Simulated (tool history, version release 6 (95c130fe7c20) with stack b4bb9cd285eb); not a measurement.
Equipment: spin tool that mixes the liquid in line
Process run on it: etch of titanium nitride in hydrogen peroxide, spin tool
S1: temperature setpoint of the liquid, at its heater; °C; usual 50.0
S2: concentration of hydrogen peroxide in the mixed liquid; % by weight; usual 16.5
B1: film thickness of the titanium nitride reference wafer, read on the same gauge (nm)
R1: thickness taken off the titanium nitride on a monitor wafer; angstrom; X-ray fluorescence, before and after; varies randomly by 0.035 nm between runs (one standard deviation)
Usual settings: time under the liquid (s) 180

run 1 hour=0.0 | S1=50.0 S2=16.5 time_under_the_liquid_(s)=180 | B1=129.999 | R1=39.93
run 2 hour=12.3 | S1=50.0 S2=16.5 time_under_the_liquid_(s)=180 | B1=130.029 | R1=40.33
run 3 hour=23.8 | S1=50.0 S2=16.5 time_under_the_liquid_(s)=220 | B1=130.006 | R1=49.29
run 4 hour=30.2 | S1=50.0 S2=16.5 time_under_the_liquid_(s)=220 | B1=130.007 | R1=48.91
run 5 hour=40.3 | S1=50.0 S2=16.5 time_under_the_liquid_(s)=220 | B1=130.003 | R1=48.47
run 6 hour=85.7 | S1=50.0 S2=16.5 time_under_the_liquid_(s)=180 | B1=130.028 | R1=39.55
run 7 hour=100.6 | S1=50.0 S2=16.5 time_under_the_liquid_(s)=180 | B1=130.072 | R1=39.49
-- hour=105.2 thermometer replaced
run 8 hour=114.4 | S1=50.0 S2=16.5 time_under_the_liquid_(s)=180 | B1=130.039 | R1=32.67
-- hour=134.8 heated supply line repaired
-- hour=140.9 peroxide flow meter replaced
-- hour=143.3 gauge calibrated
run 9 hour=167.0 | S1=50.0 S2=16.5 time_under_the_liquid_(s)=180 | B1=129.999 | R1=43.67
run 10 hour=182.2 | S1=52.5 S2=16.5 time_under_the_liquid_(s)=180 | B1=130.025 | R1=53.08
-- hour=196.5 new drum of peroxide connected
run 11 hour=198.4 | S1=50.0 S2=16.5 time_under_the_liquid_(s)=180 | B1=130.029 | R1=44.01
run 12 hour=215.9 | S1=56.0 S2=12.5 time_under_the_liquid_(s)=245 | B1=129.982 | R1=86.83
run 13 hour=232.4 | S1=50.0 S2=16.5 time_under_the_liquid_(s)=285 | B1=129.987 | R1=69.88
run 14 hour=238.6 | S1=54.0 S2=16.5 time_under_the_liquid_(s)=180 | B1=130.027 | R1=58.04
run 15 hour=255.4 | S1=50.0 S2=15.0 time_under_the_liquid_(s)=240 | B1=130.019 | R1=57.03
run 16 hour=264.8 | S1=50.0 S2=19.5 time_under_the_liquid_(s)=180 | B1=130.006 | R1=44.67
run 17 hour=271.1 | S1=50.0 S2=18.0 time_under_the_liquid_(s)=255 | B1=130.004 | R1=62.64

Forecast each of these 5 alternatives for the next run:
run A hour=271.6 | S1=50.0 S2=16.5 time_under_the_liquid_(s)=180 | B1=? | R1=?
run B hour=271.6 | S1=50.0 S2=21.5 time_under_the_liquid_(s)=180 | B1=? | R1=?
run C hour=271.6 | S1=50.0 S2=16.5 time_under_the_liquid_(s)=280 | B1=? | R1=?
run D hour=271.6 | S1=50.0 S2=21.0 time_under_the_liquid_(s)=180 | B1=? | R1=?
run E hour=271.6 | S1=50.0 S2=16.5 time_under_the_liquid_(s)=115 | B1=? | R1=?

run=A B1=129.962 R1=43.09
run=B B1=129.962 R1=45.60
run=C B1=129.962 R1=67.03
run=D B1=129.962 R1=45.37
run=E B1=129.962 R1=27.53
With the hidden condition removed and each run's random variation left untouched, the same runs would have given:
run=A R1=43.31
run=B R1=45.83
run=C R1=67.37
run=D R1=45.60
run=E R1=27.67

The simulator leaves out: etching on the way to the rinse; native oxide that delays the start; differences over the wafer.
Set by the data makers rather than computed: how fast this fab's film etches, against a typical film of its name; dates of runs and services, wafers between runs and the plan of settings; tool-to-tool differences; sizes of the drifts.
